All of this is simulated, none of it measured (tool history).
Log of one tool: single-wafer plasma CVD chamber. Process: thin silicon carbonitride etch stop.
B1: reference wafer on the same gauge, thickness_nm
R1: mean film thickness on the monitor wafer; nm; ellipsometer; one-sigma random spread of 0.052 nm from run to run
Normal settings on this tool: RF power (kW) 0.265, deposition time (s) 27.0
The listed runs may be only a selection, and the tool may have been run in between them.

Run 1, hour 0.0: usual settings; B1 17.898. Result: R1 18.364 nm.
Run 2, hour 33.8: usual settings; B1 17.901. Result: R1 18.391 nm.
Run 3, hour 58.4: usual settings but deposition time (s) 29.5; B1 17.884. Result: R1 20.106 nm.
Run 4, hour 93.7: usual settings but deposition time (s) 29.5; B1 17.913. Result: R1 20.038 nm.
Run 5, hour 148.0: usual settings but deposition time (s) 29.5; B1 17.883. Result: R1 20.048 nm.
Run 6, hour 169.6: usual settings; B1 17.898. Result: R1 18.278 nm.
Run 7, hour 194.3: usual settings; B1 17.909. Result: R1 18.270 nm.
Run 8, hour 208.1: usual settings; B1 17.884. Result: R1 18.337 nm.
At hour 281.5: thermocouple changed; heater temperature recalibrated.
At hour 289.4: RF generator calibrated.
Run 9, hour 291.0: usual settings; B1 17.910. Result: R1 18.051 nm.
Run 10, hour 316.5: usual settings; B1 17.885. Result: R1 18.038 nm.
Run 11, hour 336.4: usual settings but RF power (kW) 0.240; B1 17.893. Result: R1 17.624 nm.
Run 12, hour 351.9: usual settings but deposition time (s) 29.4; B1 17.898. Result: R1 19.631 nm.
Run 13, hour 383.6: usual settings but deposition time (s) 29.4; B1 17.887. Result: R1 19.567 nm.
At hour 422.6: RF generator calibrated, repeated, since the last time left the tool worse.
Run 14, hour 423.1: usual settings but deposition time (s) 29.4; B1 17.904. Result: R1 20.120 nm.
Run 15, hour 433.5: usual settings; B1 17.897. Result: R1 18.485 nm.
Run 16, hour 465.2: usual settings; B1 17.914. Result: R1 18.579 nm.
Run 17, hour 492.0: usual settings but deposition time (s) 25.2; B1 17.914. Result: R1 17.320 nm.
Run 18, hour 522.7: usual settings; B1 17.901. Result: R1 18.416 nm.
At hour 526.5: gauge calibrated.
Run 19, hour 554.0: usual settings but RF power (kW) 0.235; B1 17.894. Result: R1 17.927 nm.
Run 20, hour 576.4: usual settings; B1 17.896. Result: R1 18.508 nm.
Run 21, hour 588.7: usual settings but RF power (kW) 0.215, deposition time (s) 30.8; B1 17.893. Result: R1 19.972 nm.
Run 22, hour 620.2: usual settings but deposition time (s) 28.4; B1 17.926. Result: R1 19.481 nm.
Run 23, hour 652.5: usual settings; B1 17.910. Result: R1 18.589 nm.
At hour 660.6: showerhead replaced.
Run 24, hour 678.2: usual settings but RF power (kW) 0.285, deposition time (s) 23.1; B1 17.915. Result: R1 16.165 nm.
Run 25, hour 704.7: usual settings but RF power (kW) 0.230, deposition time (s) 23.4; B1 17.889. Result: R1 15.420 nm.
Run 26, hour 721.4: usual settings but RF power (kW) 0.300, deposition time (s) 23.2; B1 17.893. Result: R1 16.382 nm.
Run 27, hour 746.9: usual settings but RF power (kW) 0.280, deposition time (s) 23.0; B1 17.904. Result: R1 16.031 nm.
Run 28, hour 773.2: usual settings but deposition time (s) 29.4; B1 17.895. Result: R1 20.032 nm.
Run 29, hour 796.3: usual settings but RF power (kW) 0.230, deposition time (s) 29.1; B1 17.907. Result: R1 19.194 nm.
Run 30, hour 815.4: usual settings but RF power (kW) 0.230, deposition time (s) 23.9; B1 17.890. Result: R1 15.797 nm.
Run 31, hour 846.7: usual settings but RF power (kW) 0.290, deposition time (s) 31.8; B1 17.907. Result: R1 22.330 nm.
Run 32, hour 871.1: usual settings but RF power (kW) 0.295, deposition time (s) 22.5; B1 17.882. Result: R1 15.837 nm.
Run 33, hour 883.9: usual settings; B1 17.885. Result: R1 18.504 nm.

What was the tool's hidden state at every run in the log?
wafer temperature above the value expected at the setpoint (K): 0, the same for each run
gauge reads high (%): 0, the same for each run
H1: delivered RF power above the setpoint (%)
run     H1
  1  -3.38
  2  -3.57
  3  -3.72
  4  -3.93
  5  -4.28
  6  -4.42
  7  -4.59
  8  -4.68
  9  -10.4
 10  -10.4
 11  -10.4
 12  -10.4
 13  -10.4
 14  -1.14
 15  -1.14
 16  -1.15
 17  -1.16
 18  -1.17
 19  -1.19
 20  -1.21
 21  -1.22
 22  -1.25
 23  -1.29
 24  -1.32
 25  -1.36
 26  -1.39
 27  -1.43
 28  -1.48
 29  -1.52
 30  -1.56
 31  -1.63
 32  -1.69
 33  -1.72

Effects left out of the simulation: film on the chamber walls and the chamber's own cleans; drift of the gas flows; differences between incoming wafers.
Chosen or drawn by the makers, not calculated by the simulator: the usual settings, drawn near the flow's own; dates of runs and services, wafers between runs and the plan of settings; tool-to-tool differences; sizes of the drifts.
